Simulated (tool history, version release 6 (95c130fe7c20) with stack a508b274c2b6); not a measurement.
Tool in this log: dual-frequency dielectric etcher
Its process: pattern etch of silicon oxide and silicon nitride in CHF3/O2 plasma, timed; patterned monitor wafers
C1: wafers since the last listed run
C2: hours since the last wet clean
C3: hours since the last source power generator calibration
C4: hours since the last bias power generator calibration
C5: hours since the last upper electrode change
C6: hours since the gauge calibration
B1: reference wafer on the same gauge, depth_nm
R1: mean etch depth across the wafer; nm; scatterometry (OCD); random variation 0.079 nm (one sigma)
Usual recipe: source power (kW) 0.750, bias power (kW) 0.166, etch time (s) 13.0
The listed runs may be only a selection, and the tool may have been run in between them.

Run 1, hour 0.0: usual settings but source power (kW) 0.650; C1 0; C2 0.5; C3 2120.1; C4 4508.9; C5 5246.1; C6 1531.9; B1 22.40. Result: R1 19.12 nm.
Run 2, hour 188.8: usual settings but source power (kW) 0.650; C1 3172; C2 189.3; C3 2308.9; C4 4697.7; C5 5434.9; C6 1720.7; B1 22.41. Result: R1 19.08 nm.
Run 3, hour 234.8: usual settings but source power (kW) 0.650; C1 772; C2 235.3; C3 2354.9; C4 4743.7; C5 5480.9; C6 1766.7; B1 22.40. Result: R1 19.17 nm.
Run 4, hour 262.5: usual settings but bias power (kW) 0.138; C1 465; C2 263.0; C3 2382.6; C4 4771.4; C5 5508.6; C6 1794.4; B1 22.39. Result: R1 19.49 nm.
Run 5, hour 300.4: usual settings; C1 636; C2 300.9; C3 2420.5; C4 4809.3; C5 5546.5; C6 1832.3; B1 22.39. Result: R1 20.17 nm.
Run 6, hour 328.1: usual settings; C1 465; C2 328.6; C3 2448.2; C4 4837.0; C5 5574.2; C6 1860.0; B1 22.39. Result: R1 20.24 nm.
Run 7, hour 480.5: usual settings; C1 2560; C2 481.0; C3 2600.6; C4 4989.4; C5 5726.6; C6 2012.4; B1 22.41. Result: R1 20.24 nm.
At hour 531.7: wet clean of the chamber.
Run 8, hour 537.9: usual settings; C1 561; C2 6.2; C3 2658.0; C4 5046.8; C5 5784.0; C6 2069.8; B1 22.39. Result: R1 20.17 nm.
At hour 610.8: upper electrode replaced.
Run 9, hour 611.3: usual settings; C1 830; C2 79.6; C3 2731.4; C4 5120.2; C5 0.5; C6 2143.2; B1 22.38. Result: R1 20.25 nm.
At hour 630.7: bias power generator calibrated.
Run 10, hour 637.0: usual settings; C1 364; C2 105.3; C3 2757.1; C4 6.3; C5 26.2; C6 2168.9; B1 22.41. Result: R1 19.99 nm.
Run 11, hour 677.9: usual settings but source power (kW) 0.620, bias power (kW) 0.153; C1 687; C2 146.2; C3 2798.0; C4 47.2; C5 67.1; C6 2209.8; B1 22.39. Result: R1 18.61 nm.
Run 12, hour 727.9: usual settings but source power (kW) 0.620, bias power (kW) 0.153; C1 840; C2 196.2; C3 2848.0; C4 97.2; C5 117.1; C6 2259.8; B1 22.42. Result: R1 18.49 nm.
At hour 732.5: gauge calibrated.
At hour 733.6: source power generator calibrated.
Run 13, hour 777.4: usual settings but source power (kW) 0.560, etch time (s) 16.5; C1 764; C2 245.7; C3 43.8; C4 146.7; C5 166.6; C6 44.9; B1 22.40. Result: R1 23.27 nm.
Run 14, hour 815.7: usual settings; C1 643; C2 284.0; C3 82.1; C4 185.0; C5 204.9; C6 83.2; B1 22.40. Result: R1 20.24 nm.
Run 15, hour 851.9: usual settings but source power (kW) 0.920, bias power (kW) 0.127, etch time (s) 11.0; C1 608; C2 320.2; C3 118.3; C4 221.2; C5 241.1; C6 119.4; B1 22.40. Result: R1 17.50 nm.
Run 16, hour 904.2: usual settings but source power (kW) 0.850, bias power (kW) 0.146, etch time (s) 9.0; C1 878; C2 372.5; C3 170.6; C4 273.5; C5 293.4; C6 171.7; B1 22.39. Result: R1 14.23 nm.
Run 17, hour 942.7: usual settings but source power (kW) 0.830, bias power (kW) 0.187, etch time (s) 15.0; C1 646; C2 411.0; C3 209.1; C4 312.0; C5 331.9; C6 210.2; B1 22.38. Result: R1 24.74 nm.
Run 18, hour 980.0: usual settings but source power (kW) 0.910; C1 626; C2 448.3; C3 246.4; C4 349.3; C5 369.2; C6 247.5; B1 22.38. Result: R1 21.46 nm.
Run 19, hour 1005.6: usual settings but source power (kW) 0.840, etch time (s) 12.0; C1 430; C2 473.9; C3 272.0; C4 374.9; C5 394.8; C6 273.1; B1 22.43. Result: R1 19.22 nm.
Run 20, hour 1066.9: usual settings but source power (kW) 0.850, bias power (kW) 0.191; C1 1030; C2 535.2; C3 333.3; C4 436.2; C5 456.1; C6 334.4; B1 22.41. Result: R1 21.71 nm.
At hour 1112.0: wet clean of the chamber.
Run 21, hour 1112.5: usual settings; C1 362; C2 0.5; C3 378.9; C4 481.8; C5 501.7; C6 380.0; B1 22.42. Result: R1 20.08 nm.
Run 22, hour 1142.4: usual settings; C1 502; C2 30.4; C3 408.8; C4 511.7; C5 531.6; C6 409.9; B1 22.42. Result: R1 20.09 nm.
Run 23, hour 1183.6: usual settings; C1 692; C2 71.6; C3 450.0; C4 552.9; C5 572.8; C6 451.1; B1 22.39. Result: R1 20.17 nm.
Run 24, hour 1245.7: usual settings but source power (kW) 0.830, bias power (kW) 0.187, etch time (s) 15.0; C1 1043; C2 133.7; C3 512.1; C4 615.0; C5 634.9; C6 513.2; B1 22.39. Result: R1 24.71 nm.
Run 25, hour 1287.3: usual settings but source power (kW) 0.570, bias power (kW) 0.145; C1 699; C2 175.3; C3 553.7; C4 656.6; C5 676.5; C6 554.8; B1 22.42. Result: R1 17.77 nm.
Run 26, hour 1334.2: usual settings but etch time (s) 14.5; C1 788; C2 222.2; C3 600.6; C4 703.5; C5 723.4; C6 601.7; B1 22.40. Result: R1 22.49 nm.
Run 27, hour 1400.0: usual settings; C1 1105; C2 288.0; C3 666.4; C4 769.3; C5 789.2; C6 667.5; B1 22.40. Result: R1 20.13 nm.
Run 28, hour 1432.9: usual settings but source power (kW) 0.870, bias power (kW) 0.192, etch time (s) 16.5; C1 552; C2 320.9; C3 699.3; C4 802.2; C5 822.1; C6 700.4; B1 22.41. Result: R1 27.59 nm.
Run 29, hour 1460.5: usual settings but source power (kW) 0.900, etch time (s) 9.0; C1 463; C2 348.5; C3 726.9; C4 829.8; C5 849.7; C6 728.0; B1 22.40. Result: R1 14.95 nm.
Run 30, hour 1505.4: usual settings but source power (kW) 0.890, etch time (s) 16.5; C1 754; C2 393.4; C3 771.8; C4 874.7; C5 894.6; C6 772.9; B1 22.39. Result: R1 27.37 nm.

How the hidden state differs across the entries between the runs, from the last listed run before each to the first after it:
In the gap between runs 7 and 8: wet clean of the chamber (hour 531.7)
  both runs share identical hidden conditions
In the gap between runs 8 and 9: upper electrode replaced (hour 610.8)
  both runs share identical hidden conditions
In the gap between runs 9 and 10: bias power generator calibrated (hour 630.7)
  both runs share identical hidden conditions
In the gap between runs 12 and 13: gauge calibrated (hour 732.5); source power generator calibrated (hour 733.6)
  both runs share identical hidden conditions
In the gap between runs 20 and 21: wet clean of the chamber (hour 1112.0)
  both runs share identical hidden conditions

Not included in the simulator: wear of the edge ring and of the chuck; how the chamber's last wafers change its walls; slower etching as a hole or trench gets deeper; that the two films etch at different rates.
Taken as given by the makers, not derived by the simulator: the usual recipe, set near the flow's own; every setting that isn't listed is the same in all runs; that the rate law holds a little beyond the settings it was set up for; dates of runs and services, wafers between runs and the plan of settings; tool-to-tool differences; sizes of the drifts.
